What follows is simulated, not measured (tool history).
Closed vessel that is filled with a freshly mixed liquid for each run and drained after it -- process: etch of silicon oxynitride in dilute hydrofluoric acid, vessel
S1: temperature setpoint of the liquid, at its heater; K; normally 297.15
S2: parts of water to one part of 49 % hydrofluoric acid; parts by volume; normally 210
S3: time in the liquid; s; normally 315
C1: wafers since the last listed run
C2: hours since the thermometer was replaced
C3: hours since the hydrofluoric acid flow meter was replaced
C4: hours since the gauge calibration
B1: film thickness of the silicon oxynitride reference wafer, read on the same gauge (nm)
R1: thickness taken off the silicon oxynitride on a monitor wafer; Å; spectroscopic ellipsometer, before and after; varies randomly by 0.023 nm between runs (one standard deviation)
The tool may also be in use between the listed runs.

Run 1, hour 0.0: usual settings but S1 300.65 K, S3 265 s; C1 0; C2 1078.3; C3 1618.5; C4 47.0; B1 110.016. Result: R1 50.43 Å.
Run 2, hour 13.8: usual settings but S1 300.65 K, S3 265 s; C1 1085; C2 1092.1; C3 1632.3; C4 60.8; B1 110.000. Result: R1 50.42 Å.
Run 3, hour 31.6: usual settings but S1 300.65 K, S3 265 s; C1 1399; C2 1109.9; C3 1650.1; C4 78.6; B1 110.016. Result: R1 50.89 Å.
Run 4, hour 47.1: usual settings; C1 1219; C2 1125.4; C3 1665.6; C4 94.1; B1 110.010. Result: R1 51.69 Å.
Run 5, hour 63.8: usual settings but S1 299.65 K; C1 1313; C2 1142.1; C3 1682.3; C4 110.8; B1 110.022. Result: R1 57.44 Å.
Run 6, hour 78.5: usual settings but S1 299.65 K; C1 1156; C2 1156.8; C3 1697.0; C4 125.5; B1 110.020. Result: R1 57.99 Å.
Run 7, hour 94.2: usual settings; C1 1234; C2 1172.5; C3 1712.7; C4 141.2; B1 110.004. Result: R1 52.28 Å.
Run 8, hour 111.2: usual settings but S1 295.65 K; C1 1337; C2 1189.5; C3 1729.7; C4 158.2; B1 110.009. Result: R1 48.27 Å.
Run 9, hour 122.8: usual settings but S1 295.65 K; C1 912; C2 1201.1; C3 1741.3; C4 169.8; B1 109.991. Result: R1 48.96 Å.
At hour 134.0: hydrofluoric acid flow meter replaced.
Run 10, hour 134.5: usual settings; C1 841; C2 1212.8; C3 0.5; C4 181.5; B1 109.981. Result: R1 47.33 Å.
Run 11, hour 150.2: usual settings; C1 1234; C2 1228.5; C3 16.2; C4 197.2; B1 110.002. Result: R1 47.13 Å.
Run 12, hour 163.0: usual settings but S1 301.15 K, S2 165 parts by volume, S3 405 s; C1 1006; C2 1241.3; C3 29.0; C4 210.0; B1 109.999. Result: R1 95.86 Å.
Run 13, hour 173.1: usual settings; C1 794; C2 1251.4; C3 39.1; C4 220.1; B1 109.986. Result: R1 47.08 Å.
Run 14, hour 185.2: usual settings but S3 205 s; C1 951; C2 1263.5; C3 51.2; C4 232.2; B1 110.007. Result: R1 30.76 Å.
Run 15, hour 235.5: usual settings but S1 301.15 K, S2 265 parts by volume, S3 495 s; C1 3956; C2 1313.8; C3 101.5; C4 282.5; B1 109.985. Result: R1 67.21 Å.
At hour 236.8: thermometer replaced.
Run 16, hour 248.8: usual settings but S2 290 parts by volume; C1 967; C2 12.0; C3 114.8; C4 295.8; B1 110.025. Result: R1 32.30 Å.
At hour 251.6: gauge calibrated.
Run 17, hour 258.4: usual settings but S2 155 parts by volume, S3 475 s; C1 755; C2 21.6; C3 124.4; C4 6.8; B1 110.002. Result: R1 100.78 Å.
Run 18, hour 269.1: usual settings but S1 293.15 K, S2 175 parts by volume, S3 160 s; C1 841; C2 32.3; C3 135.1; C4 17.5; B1 110.005. Result: R1 24.87 Å.
Run 19, hour 276.5: usual settings but S1 293.65 K; C1 582; C2 39.7; C3 142.5; C4 24.9; B1 110.004. Result: R1 40.36 Å.
Run 20, hour 283.8: usual settings; C1 574; C2 47.0; C3 149.8; C4 32.2; B1 109.997. Result: R1 47.15 Å.
Run 21, hour 294.8: usual settings but S1 292.65 K, S2 155 parts by volume; C1 865; C2 58.0; C3 160.8; C4 43.2; B1 109.978. Result: R1 54.36 Å.
Run 22, hour 302.7: usual settings but S1 299.65 K, S2 185 parts by volume, S3 200 s; C1 621; C2 65.9; C3 168.7; C4 51.1; B1 109.985. Result: R1 39.19 Å.
Run 23, hour 314.9: usual settings but S3 480 s; C1 959; C2 78.1; C3 180.9; C4 63.3; B1 110.007. Result: R1 72.82 Å.

Consider 5 possible next runs. They are alternatives, not a sequence: every one starts from the tool as it was left by run 23. What does each give?
Run A, hour 315.6: usual settings but S3 135 s; C1 55; C2 78.8; C3 181.6; C4 64.0; B1 ?. Result: R1 ?.
Run B, hour 315.6: usual settings but S1 294.15 K, S2 110 parts by volume, S3 390 s; C1 55; C2 78.8; C3 181.6; C4 64.0; B1 ?. Result: R1 ?.
Run C, hour 315.6: usual settings but S1 301.65 K; C1 55; C2 78.8; C3 181.6; C4 64.0; B1 ?. Result: R1 ?.
Run D, hour 315.6: usual settings but S1 299.65 K, S2 275 parts by volume; C1 55; C2 78.8; C3 181.6; C4 64.0; B1 ?. Result: R1 ?.
Run E, hour 315.6: usual settings but S2 250 parts by volume; C1 55; C2 78.8; C3 181.6; C4 64.0; B1 ?. Result: R1 ?.

run       B1      R1
  A  110.011   20.56
  B  110.011  106.05
  C  110.011   58.33
  D  110.011   38.92
  E  110.011   39.16
Take away the tool's hidden state, keep each run's random variation, and the runs would have read:
run      R1
  A   19.86
  B  102.66
  C   56.30
  D   37.53
  E   37.80
